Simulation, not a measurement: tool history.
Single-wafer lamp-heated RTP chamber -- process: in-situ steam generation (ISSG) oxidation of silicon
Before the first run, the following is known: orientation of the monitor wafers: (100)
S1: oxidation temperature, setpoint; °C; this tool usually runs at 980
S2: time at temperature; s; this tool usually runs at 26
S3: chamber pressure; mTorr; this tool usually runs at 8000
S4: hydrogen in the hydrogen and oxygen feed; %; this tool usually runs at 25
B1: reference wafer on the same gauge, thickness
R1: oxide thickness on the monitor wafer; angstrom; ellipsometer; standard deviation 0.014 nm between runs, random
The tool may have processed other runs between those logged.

run 1 hour=0.0 | S1=980 S2=26 S3=7600 S4=25 | B1=5.736 | R1=59.49
run 2 hour=101.0 | S1=980 S2=26 S3=7600 S4=25 | B1=5.744 | R1=59.53
run 3 hour=190.3 | S1=980 S2=26 S3=8000 S4=25 | B1=5.740 | R1=59.78
-- hour=206.1 pyrometer window cleaned and pyrometer calibrated
run 4 hour=263.6 | S1=980 S2=26 S3=8000 S4=31 | B1=5.736 | R1=62.18
run 5 hour=301.1 | S1=980 S2=26 S3=8000 S4=31 | B1=5.748 | R1=62.09
run 6 hour=372.5 | S1=980 S2=33 S3=8700 S4=25 | B1=5.741 | R1=65.95
run 7 hour=408.6 | S1=980 S2=33 S3=8700 S4=25 | B1=5.743 | R1=66.28
run 8 hour=498.5 | S1=964 S2=26 S3=8000 S4=25 | B1=5.743 | R1=55.80
run 9 hour=544.7 | S1=964 S2=26 S3=8000 S4=25 | B1=5.741 | R1=56.00
run 10 hour=651.8 | S1=964 S2=26 S3=8000 S4=25 | B1=5.740 | R1=56.24
-- hour=712.8 pyrometer window cleaned and pyrometer calibrated
run 11 hour=749.4 | S1=985 S2=26 S3=8000 S4=21 | B1=5.740 | R1=57.28
run 12 hour=836.7 | S1=985 S2=26 S3=8000 S4=21 | B1=5.741 | R1=57.90
run 13 hour=1128.3 | S1=985 S2=26 S3=8000 S4=21 | B1=5.745 | R1=58.32
-- hour=1220.1 gauge calibrated
run 14 hour=1226.0 | S1=980 S2=26 S3=8000 S4=25 | B1=5.738 | R1=59.33
-- hour=1258.0 pyrometer window cleaned and pyrometer calibrated
run 15 hour=1274.3 | S1=980 S2=26 S3=8000 S4=25 | B1=5.736 | R1=58.41
run 16 hour=1312.0 | S1=996 S2=26 S3=9300 S4=25 | B1=5.734 | R1=62.13
run 17 hour=1401.2 | S1=980 S2=22 S3=8000 S4=25 | B1=5.738 | R1=54.81
-- hour=1432.3 pressure gauge zeroed
run 18 hour=1459.6 | S1=980 S2=26 S3=8000 S4=25 | B1=5.742 | R1=59.40
-- hour=1524.4 hydrogen flow controller replaced
run 19 hour=1526.3 | S1=980 S2=26 S3=8000 S4=19 | B1=5.737 | R1=56.02
run 20 hour=1623.5 | S1=967 S2=26 S3=8000 S4=25 | B1=5.742 | R1=56.64
-- hour=1696.7 pyrometer window cleaned and pyrometer calibrated
run 21 hour=1729.6 | S1=980 S2=26 S3=8000 S4=25 | B1=5.741 | R1=58.62
run 22 hour=1778.0 | S1=980 S2=26 S3=8000 S4=25 | B1=5.741 | R1=58.78
run 23 hour=1868.7 | S1=972 S2=33 S3=7400 S4=25 | B1=5.736 | R1=64.15
run 24 hour=1905.3 | S1=980 S2=26 S3=8000 S4=25 | B1=5.737 | R1=59.37
run 25 hour=2003.8 | S1=980 S2=26 S3=8000 S4=25 | B1=5.747 | R1=59.19
run 26 hour=2052.2 | S1=973 S2=22 S3=8000 S4=25 | B1=5.743 | R1=53.48
run 27 hour=2150.4 | S1=980 S2=22 S3=6900 S4=25 | B1=5.738 | R1=55.09
run 28 hour=2216.4 | S1=967 S2=33 S3=8000 S4=30 | B1=5.736 | R1=66.16
-- hour=2227.6 pyrometer window cleaned and pyrometer calibrated
run 29 hour=2298.0 | S1=974 S2=26 S3=9100 S4=25 | B1=5.741 | R1=56.95
run 30 hour=2378.2 | S1=988 S2=33 S3=8000 S4=17 | B1=5.738 | R1=62.87
run 31 hour=2451.5 | S1=980 S2=26 S3=8000 S4=25 | B1=5.740 | R1=59.30

State the hidden condition of the tool at each of the runs:
true pressure minus gauge reading, Torr: 0 in every run
deviation of the hydrogen flow from its setpoint, %: 0 in every run
gauge reads high (%): 0 in every run
H1: true wafer temperature minus pyrometer reading, K
run=1 H1=5.24
run=2 H1=5.62
run=3 H1=5.8
run=4 H1=2.37
run=5 H1=3.21
run=6 H1=4.37
run=7 H1=4.79
run=8 H1=5.5
run=9 H1=5.74
run=10 H1=6.1
run=11 H1=2.05
run=12 H1=3.98
run=13 H1=6.26
run=14 H1=6.47
run=15 H1=0.879
run=16 H1=1.97
run=17 H1=3.73
run=18 H1=4.46
run=19 H1=5.03
run=20 H1=5.54
run=21 H1=1.62
run=22 H1=2.84
run=23 H1=4.35
run=24 H1=4.76
run=25 H1=5.5
run=26 H1=5.73
run=27 H1=6.03
run=28 H1=6.15
run=29 H1=2.5
run=30 H1=3.97
run=31 H1=4.81

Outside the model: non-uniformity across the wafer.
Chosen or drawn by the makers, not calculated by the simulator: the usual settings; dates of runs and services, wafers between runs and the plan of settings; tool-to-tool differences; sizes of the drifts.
